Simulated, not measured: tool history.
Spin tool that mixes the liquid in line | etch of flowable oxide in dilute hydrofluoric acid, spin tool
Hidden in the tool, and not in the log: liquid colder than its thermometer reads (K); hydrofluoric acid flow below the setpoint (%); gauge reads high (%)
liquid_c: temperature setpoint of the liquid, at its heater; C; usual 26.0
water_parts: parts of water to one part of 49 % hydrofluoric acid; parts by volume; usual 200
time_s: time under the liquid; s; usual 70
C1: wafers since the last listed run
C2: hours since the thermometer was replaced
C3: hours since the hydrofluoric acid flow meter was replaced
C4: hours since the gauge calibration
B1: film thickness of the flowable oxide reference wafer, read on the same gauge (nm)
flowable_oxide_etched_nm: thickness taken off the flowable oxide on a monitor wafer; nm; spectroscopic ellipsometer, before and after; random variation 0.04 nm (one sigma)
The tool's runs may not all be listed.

{"run": 1, "hour": 0.0, "liquid_c": 26.0, "water_parts": 200, "time_s": 70, "C1": 0, "C2": 833.7, "C3": 630.6, "C4": 313.7, "B1": 59.68, "flowable_oxide_etched_nm": 11.16}
{"run": 2, "hour": 70.1, "liquid_c": 26.0, "water_parts": 200, "time_s": 70, "C1": 916, "C2": 903.8, "C3": 700.7, "C4": 383.8, "B1": 59.56, "flowable_oxide_etched_nm": 11.1}
{"run": 3, "hour": 159.6, "liquid_c": 26.0, "water_parts": 200, "time_s": 50, "C1": 1170, "C2": 993.3, "C3": 790.2, "C4": 473.3, "B1": 59.43, "flowable_oxide_etched_nm": 7.86}
{"run": 4, "hour": 202.7, "liquid_c": 23.0, "water_parts": 200, "time_s": 70, "C1": 563, "C2": 1036.4, "C3": 833.3, "C4": 516.4, "B1": 59.31, "flowable_oxide_etched_nm": 9.88}
{"run": 5, "hour": 257.2, "liquid_c": 26.0, "water_parts": 200, "time_s": 70, "C1": 712, "C2": 1090.9, "C3": 887.8, "C4": 570.9, "B1": 59.19, "flowable_oxide_etched_nm": 10.99}
{"run": 6, "hour": 299.6, "liquid_c": 26.0, "water_parts": 200, "time_s": 70, "C1": 554, "C2": 1133.3, "C3": 930.2, "C4": 613.3, "B1": 59.04, "flowable_oxide_etched_nm": 10.97}
{"run": 7, "hour": 341.4, "liquid_c": 26.0, "water_parts": 200, "time_s": 70, "C1": 546, "C2": 1175.1, "C3": 972.0, "C4": 655.1, "B1": 58.95, "flowable_oxide_etched_nm": 10.89}
{"run": 8, "hour": 423.4, "liquid_c": 26.0, "water_parts": 200, "time_s": 70, "C1": 1072, "C2": 1257.1, "C3": 1054.0, "C4": 737.1, "B1": 58.68, "flowable_oxide_etched_nm": 10.93}
{"run": 9, "hour": 485.0, "liquid_c": 26.0, "water_parts": 200, "time_s": 70, "C1": 805, "C2": 1318.7, "C3": 1115.6, "C4": 798.7, "B1": 58.43, "flowable_oxide_etched_nm": 10.84}
{"run": 10, "hour": 529.0, "liquid_c": 29.0, "water_parts": 140, "time_s": 105, "C1": 575, "C2": 1362.7, "C3": 1159.6, "C4": 842.7, "B1": 58.25, "flowable_oxide_etched_nm": 27.7}
{"run": 11, "hour": 565.9, "liquid_c": 26.0, "water_parts": 140, "time_s": 85, "C1": 482, "C2": 1399.6, "C3": 1196.5, "C4": 879.6, "B1": 58.11, "flowable_oxide_etched_nm": 19.99}
{"hour": 620.9, "done": "thermometer replaced"}
{"run": 12, "hour": 640.7, "liquid_c": 29.0, "water_parts": 140, "time_s": 40, "C1": 964, "C2": 19.8, "C3": 1271.3, "C4": 954.4, "B1": 57.77, "flowable_oxide_etched_nm": 10.5}
{"run": 13, "hour": 683.0, "liquid_c": 27.5, "water_parts": 140, "time_s": 95, "C1": 553, "C2": 62.1, "C3": 1313.6, "C4": 996.7, "B1": 57.57, "flowable_oxide_etched_nm": 23.63}
{"hour": 695.2, "done": "hydrofluoric acid flow meter replaced"}
{"run": 14, "hour": 762.3, "liquid_c": 23.5, "water_parts": 280, "time_s": 95, "C1": 1023, "C2": 141.4, "C3": 67.1, "C4": 1076.0, "B1": 57.18, "flowable_oxide_etched_nm": 8.65}
{"hour": 787.5, "done": "gauge calibrated"}
{"run": 15, "hour": 851.2, "liquid_c": 26.0, "water_parts": 200, "time_s": 85, "C1": 1162, "C2": 230.3, "C3": 156.0, "C4": 63.7, "B1": 60.1, "flowable_oxide_etched_nm": 13.7}
{"run": 16, "hour": 956.3, "liquid_c": 26.0, "water_parts": 200, "time_s": 70, "C1": 1374, "C2": 335.4, "C3": 261.1, "C4": 168.8, "B1": 60.08, "flowable_oxide_etched_nm": 11.23}
{"run": 17, "hour": 1047.3, "liquid_c": 26.0, "water_parts": 165, "time_s": 70, "C1": 1189, "C2": 426.4, "C3": 352.1, "C4": 259.8, "B1": 60.0, "flowable_oxide_etched_nm": 14.05}

Forecast each of these 4 alternatives for the next run:
{"run": "A", "hour": 1047.7, "liquid_c": 26.0, "water_parts": 200, "time_s": 70, "C1": 5, "C2": 426.8, "C3": 352.5, "C4": 260.2, "B1": "?", "flowable_oxide_etched_nm": "?"}
{"run": "B", "hour": 1047.7, "liquid_c": 21.5, "water_parts": 265, "time_s": 80, "C1": 5, "C2": 426.8, "C3": 352.5, "C4": 260.2, "B1": "?", "flowable_oxide_etched_nm": "?"}
{"run": "C", "hour": 1047.7, "liquid_c": 28.0, "water_parts": 295, "time_s": 70, "C1": 5, "C2": 426.8, "C3": 352.5, "C4": 260.2, "B1": "?", "flowable_oxide_etched_nm": "?"}
{"run": "D", "hour": 1047.7, "liquid_c": 23.0, "water_parts": 200, "time_s": 85, "C1": 5, "C2": 426.8, "C3": 352.5, "C4": 260.2, "B1": "?", "flowable_oxide_etched_nm": "?"}

run=A B1=59.95 flowable_oxide_etched_nm=11.19
run=B B1=59.95 flowable_oxide_etched_nm=7.66
run=C B1=59.95 flowable_oxide_etched_nm=7.33
run=D B1=59.95 flowable_oxide_etched_nm=12.17
Without the tool's hidden state the same runs would have given:
run=A flowable_oxide_etched_nm=11.19
run=B flowable_oxide_etched_nm=7.66
run=C flowable_oxide_etched_nm=7.33
run=D flowable_oxide_etched_nm=12.17
